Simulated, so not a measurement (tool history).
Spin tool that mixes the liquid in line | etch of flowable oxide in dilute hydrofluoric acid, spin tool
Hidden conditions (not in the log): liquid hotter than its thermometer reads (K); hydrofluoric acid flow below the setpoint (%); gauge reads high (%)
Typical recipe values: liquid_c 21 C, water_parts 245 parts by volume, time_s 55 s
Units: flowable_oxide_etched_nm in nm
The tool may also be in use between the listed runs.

run	hour	liquid_c	water_parts	time_s	wafers since the last listed run	hours since the thermometer was replaced	hours since the hydrofluoric acid flow meter was replaced	hours since the gauge calibration	read-back film thickness of the flowable oxide reference wafer, read on the same gauge (nm)	flowable_oxide_etched_nm
1	0	21	245	55	0	1731.1	1707.4	241.8	40.01	6.5
2	35.3	21	245	55	520	1766.4	1742.7	277.1	39.98	6.38
3	64.9	21	245	55	436	1796	1772.3	306.7	39.97	6.29
4	116.3	21	245	55	758	1847.4	1823.7	358.1	39.99	6.35
5	149	21	245	55	482	1880.1	1856.4	390.8	40.03	6.31
6	195.1	23.5	245	55	680	1926.2	1902.5	436.9	40	6.96
7	254.7	23.5	245	55	879	1985.8	1962.1	496.5	40.01	6.89
8	321.1	23.5	245	55	979	2052.2	2028.5	562.9	39.97	6.89
9	371.5	21	245	55	743	2102.6	2078.9	613.3	40	6.31
10	427	24	290	55	818	2158.1	2134.4	668.8	40.01	5.69
11	459.4	24	290	55	477	2190.5	2166.8	701.2	40.02	5.63
12	516.3	23	245	55	839	2247.4	2223.7	758.1	40.01	6.82
13	544.8	23	245	55	420	2275.9	2252.2	786.6	39.98	6.87
# hour 580.7: hydrofluoric acid flow meter replaced
14	608.2	21	300	55	920	2339.3	27.5	850	39.97	5.39
15	663	21	245	55	808	2394.1	82.3	904.8	40.01	6.83
16	704.3	25.5	245	35	609	2435.4	123.6	946.1	40.01	5.13
17	768.4	17	280	55	945	2499.5	187.7	1010.2	39.99	5.05
18	797.8	19	245	55	433	2528.9	217.1	1039.6	40	6.32
19	840	21	170	80	622	2571.1	259.3	1081.8	40.02	15.49
20	898.7	21	245	55	865	2629.8	318	1140.5	39.96	7.04
21	923.5	17.5	245	90	365	2654.6	342.8	1165.3	40	9.93
# hour 1018.9: thermometer replaced
22	1080.9	22.5	205	45	2307	62	500.2	1322.7	40	7.01
# hour 1086.6: gauge calibrated
23	1106.2	21	245	55	373	87.3	525.5	19.6	40	6.51
24	1165.9	17	285	80	880	147	585.2	79.3	40.01	6.62
25	1235.5	21	245	25	1026	216.6	654.8	148.9	40.01	2.91
26	1286.8	21	245	55	756	267.9	706.1	200.2	40.02	6.39
27	1320.3	24.5	200	35	494	301.4	739.6	233.7	40.01	5.99
28	1511.6	19	285	40	2821	492.7	930.9	425	40	3.57

Branching from run 28: 3 alternative next runs. What would each branch give?
A	1512	26	245	55	5	493.1	931.3	425.4	?	?
B	1512	25.5	245	55	5	493.1	931.3	425.4	?	?
C	1512	24	175	80	5	493.1	931.3	425.4	?	?

run	read-back film thickness of the flowable oxide reference wafer, read on the same gauge (nm)	flowable_oxide_etched_nm
A	39.98	7.63
B	39.98	7.5
C	39.98	15.65
With the hidden condition removed and each run's random variation left untouched, the same runs would have given:
run	flowable_oxide_etched_nm
A	7.91
B	7.77
C	16.16

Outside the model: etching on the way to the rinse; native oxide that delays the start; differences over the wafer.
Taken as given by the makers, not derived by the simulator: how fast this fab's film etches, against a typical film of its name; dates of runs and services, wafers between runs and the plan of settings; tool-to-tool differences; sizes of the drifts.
